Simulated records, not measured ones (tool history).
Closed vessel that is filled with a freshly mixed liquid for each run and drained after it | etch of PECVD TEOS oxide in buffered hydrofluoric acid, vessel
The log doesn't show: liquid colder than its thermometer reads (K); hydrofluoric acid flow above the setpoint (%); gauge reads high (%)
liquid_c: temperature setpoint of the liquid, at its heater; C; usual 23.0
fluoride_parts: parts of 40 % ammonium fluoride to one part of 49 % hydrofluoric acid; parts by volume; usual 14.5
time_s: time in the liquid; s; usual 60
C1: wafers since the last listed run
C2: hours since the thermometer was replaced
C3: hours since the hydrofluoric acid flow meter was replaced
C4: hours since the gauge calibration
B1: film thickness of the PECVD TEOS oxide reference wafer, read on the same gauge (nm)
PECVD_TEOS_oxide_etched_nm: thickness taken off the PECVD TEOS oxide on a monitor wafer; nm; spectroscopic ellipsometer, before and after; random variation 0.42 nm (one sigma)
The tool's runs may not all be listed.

Run 1, hour 0.0: usual settings; C1 0; C2 1771.2; C3 452.2; C4 205.8; B1 40.04. Result: PECVD_TEOS_oxide_etched_nm 62.46 nm.
Run 2, hour 22.3: usual settings; C1 1764; C2 1793.5; C3 474.5; C4 228.1; B1 39.98. Result: PECVD_TEOS_oxide_etched_nm 63.51 nm.
Run 3, hour 126.7: usual settings but time_s 75 s; C1 8260; C2 1897.9; C3 578.9; C4 332.5; B1 40.01. Result: PECVD_TEOS_oxide_etched_nm 78.58 nm.
Run 4, hour 158.4: usual settings but time_s 70 s; C1 2508; C2 1929.6; C3 610.6; C4 364.2; B1 40.01. Result: PECVD_TEOS_oxide_etched_nm 73.75 nm.
Run 5, hour 211.4: usual settings but time_s 70 s; C1 4193; C2 1982.6; C3 663.6; C4 417.2; B1 39.98. Result: PECVD_TEOS_oxide_etched_nm 74.85 nm.
At hour 227.7: gauge calibrated.
Run 6, hour 240.6: usual settings but liquid_c 22.0 C; C1 2310; C2 2011.8; C3 692.8; C4 12.9; B1 40.03. Result: PECVD_TEOS_oxide_etched_nm 60.68 nm.
At hour 259.2: hydrofluoric acid flow meter replaced.
Run 7, hour 267.3: usual settings but liquid_c 22.0 C; C1 2033; C2 2038.5; C3 8.1; C4 39.6; B1 40.03. Result: PECVD_TEOS_oxide_etched_nm 56.76 nm.
Run 8, hour 301.8: usual settings; C1 2729; C2 2073.0; C3 42.6; C4 74.1; B1 39.99. Result: PECVD_TEOS_oxide_etched_nm 61.05 nm.
Run 9, hour 333.4: usual settings; C1 2500; C2 2104.6; C3 74.2; C4 105.7; B1 40.00. Result: PECVD_TEOS_oxide_etched_nm 61.19 nm.
Run 10, hour 365.5: usual settings but fluoride_parts 12.5 parts by volume; C1 2539; C2 2136.7; C3 106.3; C4 137.8; B1 39.98. Result: PECVD_TEOS_oxide_etched_nm 70.74 nm.
Run 11, hour 400.1: usual settings but fluoride_parts 12.5 parts by volume; C1 2737; C2 2171.3; C3 140.9; C4 172.4; B1 40.00. Result: PECVD_TEOS_oxide_etched_nm 71.49 nm.
Run 12, hour 434.1: usual settings but liquid_c 21.5 C, time_s 80 s; C1 2690; C2 2205.3; C3 174.9; C4 206.4; B1 39.97. Result: PECVD_TEOS_oxide_etched_nm 75.57 nm.
Run 13, hour 509.8: usual settings; C1 5989; C2 2281.0; C3 250.6; C4 282.1; B1 39.98. Result: PECVD_TEOS_oxide_etched_nm 61.81 nm.
Run 14, hour 523.0: usual settings but fluoride_parts 11.5 parts by volume; C1 1044; C2 2294.2; C3 263.8; C4 295.3; B1 40.01. Result: PECVD_TEOS_oxide_etched_nm 76.79 nm.
At hour 548.5: thermometer replaced.
Run 15, hour 556.4: usual settings but time_s 30 s; C1 2563; C2 7.9; C3 297.2; C4 328.7; B1 40.01. Result: PECVD_TEOS_oxide_etched_nm 31.01 nm.
Run 16, hour 573.0: usual settings; C1 1313; C2 24.5; C3 313.8; C4 345.3; B1 39.96. Result: PECVD_TEOS_oxide_etched_nm 62.28 nm.

Forecast run 17:
Run 17, hour 586.0: usual settings but liquid_c 24.5 C; C1 1028; C2 37.5; C3 326.8; C4 358.3; B1 ?. Result: PECVD_TEOS_oxide_etched_nm ?.

{"run 17": {"B1": 40.02, "PECVD_TEOS_oxide_etched_nm": 67.45}}
Without the tool's hidden state the same run would have given PECVD_TEOS_oxide_etched_nm 65.35 nm.

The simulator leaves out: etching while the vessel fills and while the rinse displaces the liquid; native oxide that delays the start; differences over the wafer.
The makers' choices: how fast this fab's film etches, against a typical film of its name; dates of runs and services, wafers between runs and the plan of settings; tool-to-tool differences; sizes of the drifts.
